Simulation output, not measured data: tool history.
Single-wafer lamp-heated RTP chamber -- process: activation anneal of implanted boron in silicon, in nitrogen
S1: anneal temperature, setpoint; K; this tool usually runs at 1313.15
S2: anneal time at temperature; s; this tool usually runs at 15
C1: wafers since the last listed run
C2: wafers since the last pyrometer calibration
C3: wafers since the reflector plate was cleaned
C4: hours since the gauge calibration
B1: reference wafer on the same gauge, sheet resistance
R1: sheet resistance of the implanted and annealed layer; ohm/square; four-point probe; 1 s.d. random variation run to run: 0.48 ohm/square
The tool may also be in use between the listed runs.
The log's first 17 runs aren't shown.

run	hour	S1	S2	C1	C2	C3	C4	B1	R1
18	1542.2	1329.15	20	632	12001	6696	784.8	362.28	319.08
# hour 1571.3: pyrometer window cleaned and pyrometer calibrated
19	1630.5	1329.15	20	1347	993	8044	873.1	362.06	320.24
20	1692.8	1292.15	8	1045	2038	9089	935.4	362.11	323.33
21	1777.0	1295.15	9	1412	3451	10502	1019.6	362.53	323.54
# hour 1823.0: reflector plate cleaned
22	1878.1	1313.15	7	1562	5013	925	1120.7	362.65	322.65
23	1962.8	1313.15	15	1421	6435	2346	1205.4	363.12	321.18
24	2067.5	1297.15	18	1756	8191	4103	1310.1	362.91	321.83
25	2127.6	1286.15	9	1008	9200	5112	1370.2	363.10	326.41
26	2166.0	1297.15	15	644	9844	5756	1408.6	363.51	323.32
27	2249.8	1299.15	15	1406	11251	7162	1492.4	363.39	323.18
# hour 2305.4: pyrometer window cleaned and pyrometer calibrated
28	2310.8	1340.15	23	889	89	8051	1553.4	363.64	319.67
29	2410.5	1341.15	21	1673	1762	9724	1653.1	363.86	319.94
30	2490.0	1297.15	20	1334	3096	11059	1732.6	364.33	323.15
31	2559.7	1286.15	15	1169	4266	12228	1802.3	364.40	325.20
# hour 2583.7: reflector plate cleaned
32	2623.7	1341.15	21	939	5206	671	1866.3	364.17	320.24
33	2702.2	1313.15	15	1317	6523	1988	1944.8	364.41	322.46
34	2776.0	1313.15	15	1238	7761	3226	2018.6	364.74	322.17
# hour 2930.7: pyrometer window cleaned and pyrometer calibrated
35	3092.0	1297.15	20	5168	2706	8395	2334.6	365.21	324.34

5 options for the next run, each taken on its own from the tool as it stands now. Forecast them:
A	3092.4	1332.15	15	6	2713	8401	2335.0	?	?
B	3092.4	1313.15	17	6	2713	8401	2335.0	?	?
C	3092.4	1290.15	22	6	2713	8401	2335.0	?	?
D	3092.4	1337.15	15	6	2713	8401	2335.0	?	?
E	3092.4	1296.15	15	6	2713	8401	2335.0	?	?

run	B1	R1
A	365.20	322.13
B	365.20	322.69
C	365.20	324.11
D	365.20	321.96
E	365.20	324.30
With no hidden state in the tool, these same runs would have given:
run	R1
A	317.55
B	318.10
C	319.50
D	317.38
E	319.69

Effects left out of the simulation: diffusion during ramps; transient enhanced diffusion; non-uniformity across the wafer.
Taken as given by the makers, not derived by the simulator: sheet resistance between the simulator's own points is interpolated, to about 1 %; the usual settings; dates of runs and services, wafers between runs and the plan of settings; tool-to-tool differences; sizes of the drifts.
